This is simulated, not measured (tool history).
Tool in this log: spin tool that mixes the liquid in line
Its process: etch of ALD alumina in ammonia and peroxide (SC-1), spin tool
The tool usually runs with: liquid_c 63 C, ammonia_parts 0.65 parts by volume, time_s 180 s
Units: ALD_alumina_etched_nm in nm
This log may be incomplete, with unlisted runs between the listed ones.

run    hour  liquid_c  ammonia_parts  time_s  wafers since the last listed run  hours since the thermometer was replaced  hours since the ammonia flow meter was replaced  hours since the heated supply line was repaired  hours since the drum of ammonia solution was connected  hours since the gauge calibration  read-back film thickness of the ALD alumina reference wafer, read on the same gauge (nm)  ALD_alumina_etched_nm
  1       0        63           0.65     180                                 0                                    1829.6                                               76                                           1252.9                                                     518                             1327.4                                                                                    109.99                  31.56
  2      62        63           0.65     180                               402                                    1891.6                                              138                                           1314.9                                                     580                             1389.4                                                                                    109.98                  31.59
  3   107.8        63           0.65     180                               297                                    1937.4                                            183.8                                           1360.7                                                   625.8                             1435.2                                                                                    109.99                  31.67
  4   192.6      53.5           0.65     240                               551                                    2022.2                                            268.6                                           1445.5                                                   710.6                               1520                                                                                       110                  25.97
      244.1  -- new drum of ammonia solution connected
  5   288.3        63           0.65     180                               615                                    2117.9                                            364.3                                           1541.2                                                    44.2                             1615.7                                                                                    109.98                  31.93
  6   336.7        63           0.65     180                               314                                    2166.3                                            412.7                                           1589.6                                                    92.6                             1664.1                                                                                       110                  31.65
      390.8  -- thermometer replaced
  7   405.7      69.5           0.65     275                               441                                      14.9                                            481.7                                           1658.6                                                   161.6                             1733.1                                                                                    109.99                  65.94
  8   474.8        55           0.55     215                               449                                        84                                            550.8                                           1727.7                                                   230.7                             1802.2                                                                                    109.99                  24.23
  9   554.4        69           0.45     180                               517                                     163.6                                            630.4                                           1807.3                                                   310.3                             1881.8                                                                                    109.99                  40.66
      633.3  -- ammonia flow meter replaced
      701.9  -- heated supply line repaired
 10   702.4        60            0.9     275                               948                                     311.6                                             69.1                                              0.5                                                   458.3                             2029.8                                                                                    109.98                  42.32
 11   801.6        60           0.35     150                               644                                     410.8                                            168.3                                             99.7                                                   557.5                               2129                                                                                       110                  21.11
 12     857        59           0.75     215                               360                                     466.2                                            223.7                                            155.1                                                   612.9                             2184.4                                                                                    110.02                  30.94
 13   950.8        70           0.65     140                               609                                       560                                            317.5                                            248.9                                                   706.7                             2278.2                                                                                    109.96                  34.41
      970.9  -- new drum of ammonia solution connected
     1032.7  -- gauge calibrated
 14  1048.5        63           0.65     220                               628                                     657.7                                            415.2                                            346.6                                                    77.6                               15.8                                                                                    109.99                  38.17
 15    1156        63           0.65     180                               698                                     765.2                                            522.7                                            454.1                                                   185.1                              123.3                                                                                    109.99                  31.29
 16  1245.6        70           0.55     145                               582                                     854.8                                            612.3                                            543.7                                                   274.7                              212.9                                                                                       110                  34.83
 17    1282      53.5           0.85     105                               236                                     891.2                                            648.7                                            580.1                                                   311.1                              249.3                                                                                       110                  11.49
     1306.6  -- ammonia flow meter replaced
 18  1387.4        63            0.4     180                               678                                     996.6                                             80.8                                            685.5                                                   416.5                              354.7                                                                                    109.99                  30.01
 19  1481.3      54.5           0.65     180                               610                                    1090.5                                            174.7                                            779.4                                                   510.4                              448.6                                                                                    110.01                  20.17
 20    1563        63            0.5     120                               530                                    1172.2                                            256.4                                            861.1                                                   592.1                              530.3                                                                                    110.02                  20.44
 21  1623.2        70           0.65     180                               391                                    1232.4                                            316.6                                            921.3                                                   652.3                              590.5                                                                                    109.98                  44.42
     1698.5  -- new drum of ammonia solution connected
 22  1713.7        63           0.35     250                               581                                    1322.9                                            407.1                                           1011.8                                                    15.2                                681                                                                                    109.99                   41.5
 23  1766.1      66.5           0.35     180                               340                                    1375.3                                            459.5                                           1064.2                                                    67.6                              733.4                                                                                    109.99                  35.44
 24    1836        63           0.75     180                               454                                    1445.2                                            529.4                                           1134.1                                                   137.5                              803.3                                                                                    109.99                  32.24
     2009.2  -- ammonia flow meter replaced
 25  2059.2        68           0.65     250                              1443                                    1668.4                                               50                                           1357.3                                                   360.7                             1026.5                                                                                    109.99                   56.4
 26  2109.7        63           0.65     230                               328                                    1718.9                                            100.5                                           1407.8                                                   411.2                               1077                                                                                       110                  40.33

List, for all runs, the conditions of the tool that the log does not record:
ammonia flow below the setpoint (%): 0 in every run
temperature lost on the way to the wafer (K): 0 in every run
ammonia solution weaker than its label (%): 0 in every run
gauge reads high (%): 0 in every run
H1: liquid hotter than its thermometer reads (K)
run      H1
  1   0.341
  2   0.351
  3   0.359
  4   0.373
  5   0.389
  6   0.397
  7  0.0181
  8  0.0295
  9  0.0427
 10  0.0671
 11  0.0835
 12  0.0926
 13   0.108
 14   0.124
 15   0.142
 16   0.157
 17   0.163
 18    0.18
 19   0.196
 20   0.209
 21   0.219
 22   0.234
 23   0.243
 24   0.254
 25   0.291
 26     0.3

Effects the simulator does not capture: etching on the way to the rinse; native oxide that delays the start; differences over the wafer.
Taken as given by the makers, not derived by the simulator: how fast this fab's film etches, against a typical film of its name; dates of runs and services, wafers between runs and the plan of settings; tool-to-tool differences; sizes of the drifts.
